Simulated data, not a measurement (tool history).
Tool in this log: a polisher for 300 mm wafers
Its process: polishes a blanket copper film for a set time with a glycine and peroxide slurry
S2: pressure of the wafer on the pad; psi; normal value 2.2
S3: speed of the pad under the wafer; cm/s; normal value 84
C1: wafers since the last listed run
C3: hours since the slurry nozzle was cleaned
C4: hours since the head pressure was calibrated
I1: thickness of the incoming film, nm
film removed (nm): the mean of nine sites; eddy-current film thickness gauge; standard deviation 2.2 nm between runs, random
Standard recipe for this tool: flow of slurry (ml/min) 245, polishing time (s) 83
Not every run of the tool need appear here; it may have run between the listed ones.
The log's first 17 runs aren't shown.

{"run": 18, "hour": 412.7, "flow of slurry (ml/min)": 245, "S2": 1.8, "S3": 84, "polishing time (s)": 83, "C1": 155, "wafers polished on this pad": 1235, "C3": 148.7, "C4": 1018.3, "I1": 1052.8, "film removed (nm)": 233.2}
{"hour": 444.1, "done": "worn pad replaced by a new one"}
{"run": 19, "hour": 485.4, "flow of slurry (ml/min)": 245, "S2": 2.2, "S3": 84, "polishing time (s)": 83, "C1": 477, "wafers polished on this pad": 287, "C3": 221.4, "C4": 1091.0, "I1": 1036.7, "film removed (nm)": 257.9}
{"run": 20, "hour": 499.1, "flow of slurry (ml/min)": 245, "S2": 2.2, "S3": 84, "polishing time (s)": 83, "C1": 95, "wafers polished on this pad": 382, "C3": 235.1, "C4": 1104.7, "I1": 1029.1, "film removed (nm)": 259.5}
{"run": 21, "hour": 527.0, "flow of slurry (ml/min)": 245, "S2": 2.2, "S3": 84, "polishing time (s)": 83, "C1": 193, "wafers polished on this pad": 576, "C3": 263.0, "C4": 1132.6, "I1": 1031.7, "film removed (nm)": 257.9}
{"run": 22, "hour": 555.2, "flow of slurry (ml/min)": 320, "S2": 1.9, "S3": 84, "polishing time (s)": 83, "C1": 196, "wafers polished on this pad": 772, "C3": 291.2, "C4": 1160.8, "I1": 1027.9, "film removed (nm)": 243.4}
{"run": 23, "hour": 571.6, "flow of slurry (ml/min)": 245, "S2": 2.2, "S3": 84, "polishing time (s)": 106, "C1": 114, "wafers polished on this pad": 886, "C3": 307.6, "C4": 1177.2, "I1": 1014.6, "film removed (nm)": 325.8}
{"hour": 580.6, "done": "head pressure recalibrated"}
{"run": 24, "hour": 600.9, "flow of slurry (ml/min)": 315, "S2": 2.2, "S3": 84, "polishing time (s)": 109, "C1": 189, "wafers polished on this pad": 1076, "C3": 336.9, "C4": 20.3, "I1": 1041.8, "film removed (nm)": 355.3}
{"run": 25, "hour": 613.9, "flow of slurry (ml/min)": 245, "S2": 2.7, "S3": 84, "polishing time (s)": 69, "C1": 90, "wafers polished on this pad": 1166, "C3": 349.9, "C4": 33.3, "I1": 1031.6, "film removed (nm)": 248.5}
{"run": 26, "hour": 638.8, "flow of slurry (ml/min)": 245, "S2": 2.2, "S3": 84, "polishing time (s)": 83, "C1": 173, "wafers polished on this pad": 1339, "C3": 374.8, "C4": 58.2, "I1": 1026.5, "film removed (nm)": 267.4}
{"hour": 649.2, "done": "worn pad replaced by a new one"}
{"run": 27, "hour": 669.2, "flow of slurry (ml/min)": 245, "S2": 1.5, "S3": 110, "polishing time (s)": 83, "C1": 183, "wafers polished on this pad": 139, "C3": 405.2, "C4": 88.6, "I1": 1016.6, "film removed (nm)": 285.2}
{"run": 28, "hour": 683.9, "flow of slurry (ml/min)": 245, "S2": 2.2, "S3": 84, "polishing time (s)": 83, "C1": 102, "wafers polished on this pad": 241, "C3": 419.9, "C4": 103.3, "I1": 1018.8, "film removed (nm)": 266.1}
{"run": 29, "hour": 698.0, "flow of slurry (ml/min)": 270, "S2": 2.6, "S3": 84, "polishing time (s)": 65, "C1": 98, "wafers polished on this pad": 339, "C3": 434.0, "C4": 117.4, "I1": 1031.1, "film removed (nm)": 227.0}
{"hour": 724.4, "done": "slurry nozzle cleaned"}
{"run": 30, "hour": 800.0, "flow of slurry (ml/min)": 245, "S2": 2.2, "S3": 56, "polishing time (s)": 83, "C1": 702, "wafers polished on this pad": 1041, "C3": 75.6, "C4": 219.4, "I1": 1041.2, "film removed (nm)": 181.1}
{"run": 31, "hour": 828.6, "flow of slurry (ml/min)": 270, "S2": 2.2, "S3": 106, "polishing time (s)": 65, "C1": 198, "wafers polished on this pad": 1240, "C3": 104.2, "C4": 248.0, "I1": 1030.6, "film removed (nm)": 265.7}
{"run": 32, "hour": 864.1, "flow of slurry (ml/min)": 245, "S2": 2.2, "S3": 84, "polishing time (s)": 103, "C1": 246, "wafers polished on this pad": 1487, "C3": 139.7, "C4": 283.5, "I1": 1027.1, "film removed (nm)": 327.0}
{"hour": 884.1, "done": "worn pad replaced by a new one"}
{"run": 33, "hour": 884.4, "flow of slurry (ml/min)": 245, "S2": 2.2, "S3": 84, "polishing time (s)": 111, "C1": 113, "wafers polished on this pad": 2, "C3": 160.0, "C4": 303.8, "I1": 1038.1, "film removed (nm)": 353.5}
{"run": 34, "hour": 913.2, "flow of slurry (ml/min)": 245, "S2": 2.2, "S3": 84, "polishing time (s)": 83, "C1": 200, "wafers polished on this pad": 202, "C3": 188.8, "C4": 332.6, "I1": 1025.2, "film removed (nm)": 266.9}
{"run": 35, "hour": 938.0, "flow of slurry (ml/min)": 245, "S2": 2.5, "S3": 84, "polishing time (s)": 83, "C1": 172, "wafers polished on this pad": 374, "C3": 213.6, "C4": 357.4, "I1": 1030.5, "film removed (nm)": 287.0}
{"run": 36, "hour": 968.2, "flow of slurry (ml/min)": 190, "S2": 2.2, "S3": 72, "polishing time (s)": 83, "C1": 209, "wafers polished on this pad": 584, "C3": 243.8, "C4": 387.6, "I1": 1031.1, "film removed (nm)": 223.2}
{"run": 37, "hour": 986.4, "flow of slurry (ml/min)": 300, "S2": 2.2, "S3": 104, "polishing time (s)": 83, "C1": 126, "wafers polished on this pad": 711, "C3": 262.0, "C4": 405.8, "I1": 1032.2, "film removed (nm)": 327.6}
{"run": 38, "hour": 1000.0, "flow of slurry (ml/min)": 245, "S2": 1.7, "S3": 84, "polishing time (s)": 83, "C1": 94, "wafers polished on this pad": 805, "C3": 275.6, "C4": 419.4, "I1": 1034.4, "film removed (nm)": 232.1}

Alternative continuations, all from the tool just after run 38; predict every row:
{"run": "A", "hour": 1000.4, "flow of slurry (ml/min)": 245, "S2": 2.2, "S3": 84, "polishing time (s)": 83, "C1": 2, "wafers polished on this pad": 808, "C3": 276.0, "C4": 419.8, "I1": 1037.3, "film removed (nm)": "?"}
{"run": "B", "hour": 1000.4, "flow of slurry (ml/min)": 190, "S2": 2.2, "S3": 98, "polishing time (s)": 83, "C1": 2, "wafers polished on this pad": 808, "C3": 276.0, "C4": 419.8, "I1": 1037.3, "film removed (nm)": "?"}
{"run": "C", "hour": 1000.4, "flow of slurry (ml/min)": 275, "S2": 2.6, "S3": 60, "polishing time (s)": 61, "C1": 2, "wafers polished on this pad": 808, "C3": 276.0, "C4": 419.8, "I1": 1037.3, "film removed (nm)": "?"}

run=A film_removed_(nm)=265.1
run=B film_removed_(nm)=301.5
run=C film_removed_(nm)=154.1
With the hidden condition removed and each run's random variation left untouched, the same runs would have given:
run=A film_removed_(nm)=272.2
run=B film_removed_(nm)=309.9
run=C film_removed_(nm)=157.8

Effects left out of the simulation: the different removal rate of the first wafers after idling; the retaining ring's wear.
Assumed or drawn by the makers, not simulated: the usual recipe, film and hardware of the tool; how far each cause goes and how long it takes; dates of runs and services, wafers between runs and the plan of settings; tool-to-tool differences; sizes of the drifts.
